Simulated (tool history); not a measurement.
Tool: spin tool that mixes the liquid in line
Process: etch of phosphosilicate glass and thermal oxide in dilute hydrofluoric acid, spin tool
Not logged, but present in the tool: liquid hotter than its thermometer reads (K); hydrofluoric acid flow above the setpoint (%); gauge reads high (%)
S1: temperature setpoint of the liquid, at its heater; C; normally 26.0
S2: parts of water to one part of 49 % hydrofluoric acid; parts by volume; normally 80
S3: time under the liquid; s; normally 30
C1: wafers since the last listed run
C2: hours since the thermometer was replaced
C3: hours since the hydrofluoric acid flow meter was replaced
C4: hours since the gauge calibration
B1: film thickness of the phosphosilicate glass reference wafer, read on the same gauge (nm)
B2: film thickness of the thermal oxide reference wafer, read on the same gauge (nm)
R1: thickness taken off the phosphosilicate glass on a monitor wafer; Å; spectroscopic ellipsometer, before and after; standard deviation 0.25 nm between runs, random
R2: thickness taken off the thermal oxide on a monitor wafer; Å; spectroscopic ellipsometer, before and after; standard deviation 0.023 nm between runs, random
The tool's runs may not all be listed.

run	day	S1	S2	S3	C1	C2	C3	C4	B1	B2	R1	R2
1	0.000	26.0	80	30	0	2351.5	402.7	1048.8	110.02	29.996	382.7	18.68
2	3.796	26.0	80	30	921	2442.6	493.8	1139.9	109.97	30.003	384.2	18.65
# day 11.458: thermometer replaced
3	11.904	26.0	80	30	1959	10.7	688.4	1334.5	110.01	29.993	368.1	18.18
4	14.762	26.0	80	30	694	79.3	757.0	1403.1	110.01	30.008	365.4	17.85
5	17.038	26.0	80	30	552	133.9	811.6	1457.7	109.99	29.989	369.0	18.31
6	19.408	26.0	80	30	575	190.8	868.5	1514.6	110.02	30.003	365.2	18.33
7	21.846	26.0	80	30	592	249.3	927.0	1573.1	110.01	30.009	366.4	18.19
8	23.600	26.0	80	30	426	291.4	969.1	1615.2	110.00	29.980	366.5	18.26
9	26.654	24.5	95	30	741	364.7	1042.4	1688.5	109.97	29.986	285.2	14.34
# day 28.225: gauge calibrated
10	30.538	26.0	100	30	943	457.9	1135.6	55.5	110.00	29.999	287.9	14.35
11	32.900	23.0	110	20	573	514.6	1192.3	112.2	109.95	29.986	152.4	7.71
12	37.079	24.5	45	15	1015	614.9	1292.6	212.5	110.02	29.994	325.4	16.21
13	40.221	26.0	80	30	763	690.3	1368.0	287.9	110.00	30.031	369.5	18.28
14	41.783	29.5	80	30	379	727.8	1405.5	325.4	109.98	30.010	422.9	20.86
15	43.596	28.5	60	20	440	771.3	1449.0	368.9	110.00	30.015	378.5	18.74
16	49.854	26.0	80	45	1520	921.5	1599.2	519.1	110.01	29.997	563.3	27.70
17	54.008	21.5	95	15	1008	1021.2	1698.9	618.8	109.99	30.011	128.0	6.50
# day 56.971: hydrofluoric acid flow meter replaced
18	57.196	26.0	80	30	764	1097.7	5.4	695.3	110.01	30.012	376.1	18.66
19	61.483	31.0	80	45	1041	1200.6	108.3	798.2	110.04	30.017	677.4	34.39
20	64.471	26.0	55	30	725	1272.3	180.0	869.9	110.00	30.003	571.9	28.41
21	67.612	31.0	80	45	763	1347.7	255.4	945.3	110.03	30.028	683.2	34.31
22	69.929	29.5	80	40	562	1403.3	311.0	1000.9	109.99	30.026	572.0	28.39
23	74.104	26.0	95	35	1014	1503.5	411.2	1101.1	110.02	29.968	363.3	17.66
24	76.471	26.0	80	30	574	1560.3	468.0	1157.9	110.00	30.019	373.9	18.92
25	79.112	21.0	45	35	641	1623.7	531.4	1221.3	110.02	30.009	674.8	33.29
26	83.833	26.0	100	20	1146	1737.0	644.7	1334.6	110.00	29.994	197.7	9.80
27	87.888	21.5	80	50	984	1834.3	742.0	1431.9	109.99	29.990	535.2	26.29

3 options for the next run, each taken on its own from the tool as it stands now. Forecast them:
A	87.904	26.0	80	30	4	1834.7	742.4	1432.3	?	?	?	?
B	87.904	26.0	95	30	4	1834.7	742.4	1432.3	?	?	?	?
C	87.904	27.5	115	20	4	1834.7	742.4	1432.3	?	?	?	?

run	B1	B2	R1	R2
A	109.98	29.992	382.7	18.93
B	109.98	29.992	315.9	15.62
C	109.98	29.992	179.4	8.87
Take away the tool's hidden state, keep each run's random variation, and the runs would have read:
run	R1	R2
A	368.8	18.24
B	304.5	15.06
C	173.1	8.56
